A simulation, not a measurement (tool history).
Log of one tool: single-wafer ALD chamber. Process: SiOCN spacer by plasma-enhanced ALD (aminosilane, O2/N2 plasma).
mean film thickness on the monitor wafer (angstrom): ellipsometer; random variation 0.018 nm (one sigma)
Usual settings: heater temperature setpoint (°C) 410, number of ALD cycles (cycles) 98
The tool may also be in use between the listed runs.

| run | hour | heater temperature setpoint (°C) | number of ALD cycles (cycles) | read-back reference wafer on the same gauge, thickness_nm | mean film thickness on the monitor wafer (angstrom) |
|---|---|---|---|---|---|
| 1 | 0 | 410 | 109 | 6.329 | 71.24 |
|  | 1.1 | gauge calibrated |
| 2 | 56.8 | 406 | 98 | 6.328 | 64.82 |
| 3 | 94.5 | 406 | 98 | 6.331 | 64.9 |
|  | 180.5 | thermocouple changed; heater temperature recalibrated |
| 4 | 186.4 | 406 | 98 | 6.33 | 65.84 |
| 5 | 255.4 | 416 | 98 | 6.325 | 63.71 |
| 6 | 336.9 | 416 | 98 | 6.326 | 63.67 |
| 7 | 386.2 | 416 | 98 | 6.33 | 63.4 |
| 8 | 434.2 | 410 | 98 | 6.334 | 64.71 |
| 9 | 513.4 | 410 | 98 | 6.329 | 64.54 |
| 10 | 620.7 | 410 | 98 | 6.327 | 64.68 |
| 11 | 658.2 | 410 | 98 | 6.33 | 64.71 |
| 12 | 739.7 | 410 | 98 | 6.336 | 64.45 |
| 13 | 842.8 | 410 | 98 | 6.329 | 64.42 |
| 14 | 891.3 | 410 | 98 | 6.328 | 64.42 |
| 15 | 947.5 | 410 | 98 | 6.333 | 64.62 |
| 16 | 1012.9 | 410 | 98 | 6.331 | 64.45 |
|  | 1117.3 | gauge calibrated |
| 17 | 1118 | 396 | 98 | 6.328 | 66.67 |
| 18 | 1162.1 | 421 | 112 | 6.332 | 70.82 |
| 19 | 1206.4 | 419 | 98 | 6.331 | 62.36 |
| 20 | 1288.8 | 404 | 98 | 6.326 | 65.69 |
| 21 | 1364.1 | 401 | 105 | 6.331 | 70.46 |
| 22 | 1429.9 | 416 | 105 | 6.325 | 67.26 |
| 23 | 1501.9 | 402 | 89 | 6.328 | 59.06 |
| 24 | 1541.8 | 402 | 98 | 6.33 | 65.56 |
| 25 | 1640 | 423 | 117 | 6.333 | 72.77 |
|  | 1661.1 | thermocouple changed; heater temperature recalibrated |
| 26 | 1711.4 | 410 | 114 | 6.332 | 75.42 |
| 27 | 1748.2 | 410 | 98 | 6.33 | 64.24 |
| 28 | 1818.5 | 401 | 105 | 6.328 | 71.43 |
| 29 | 1892 | 410 | 98 | 6.334 | 64.84 |
|  | 2156 | gauge calibrated |
| 30 | 2183.1 | 419 | 108 | 6.332 | 69.25 |
| 31 | 2232.8 | 415 | 92 | 6.33 | 59.79 |

Forecast each of these 3 alternatives for the next run:
| A | 2233.4 | 410 | 105 | ? | ? |
| B | 2233.4 | 417 | 103 | ? | ? |
| C | 2233.4 | 410 | 85 | ? | ? |

| run | read-back reference wafer on the same gauge, thickness_nm | mean film thickness on the monitor wafer (angstrom) |
|---|---|---|
| A | 6.336 | 69.28 |
| B | 6.336 | 66.42 |
| C | 6.336 | 56.08 |
Without the tool's hidden state the same runs would have given:
| run | mean film thickness on the monitor wafer (angstrom) |
|---|---|
| A | 69.56 |
| B | 66.69 |
| C | 56.31 |
